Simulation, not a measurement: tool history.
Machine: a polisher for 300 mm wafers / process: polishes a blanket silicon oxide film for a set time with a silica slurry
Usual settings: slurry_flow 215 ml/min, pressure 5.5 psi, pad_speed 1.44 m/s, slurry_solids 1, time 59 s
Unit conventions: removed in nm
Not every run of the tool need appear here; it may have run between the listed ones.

run	hour	slurry_flow	pressure	pad_speed	slurry_solids	time	incoming thickness of the incoming film, nm	removed
1	0	165	4.7	1.44	1	59	1026.3	211.2
2	50.4	165	4.7	1.44	1	59	993.9	212.6
# hour 65.1: worn pad replaced by a new one
# hour 71.8: slurry nozzle cleaned
3	149.3	165	4.7	1.44	1	59	1023	232.8
4	255.7	215	4.4	1.44	1	71	1013.8	264.2
5	329.8	165	4.7	1.44	1	59	1012.9	223.3
6	418.9	180	5.5	1.44	0.85	59	1019.6	242.4
7	508	215	5.5	1.04	1	59	1031.9	206.6
# hour 544.9: conditioning disc replaced and pad reconditioned
# hour 551.5: head pressure recalibrated
8	553.3	215	5.5	1.28	1.1	42	1009.3	180
# hour 578.5: slurry blender recalibrated
9	639.5	215	4.6	1.44	1	70	1020.5	258.3
# hour 645.9: worn pad replaced by a new one
# hour 660.6: slurry nozzle cleaned
10	759.1	270	5.5	1.44	0.9	59	1001.2	270.5
11	827.9	215	5.5	1.44	1	59	1010.8	276.5
12	878.5	215	5.5	1.44	1	74	1025.4	340
13	971.2	270	5.5	1.44	1	59	1011.5	277.1
14	1047.3	215	7.1	1.68	1	75	1005.1	493.5
# hour 1080.6: conditioning disc replaced and pad reconditioned
15	1127	275	5.5	1.44	1	65	1004.2	306.4
16	1199.4	215	7.1	1.68	1	75	1020.3	491.4

What will run 17 give?
# hour 1218.2: slurry blender recalibrated
# hour 1231.4: head pressure recalibrated
17	1286.9	260	5.5	0.96	1	50	1006.5	?

removed: 166.7 nm
Had the tool carried no hidden state, the very same run would have given removed 182.4 nm.
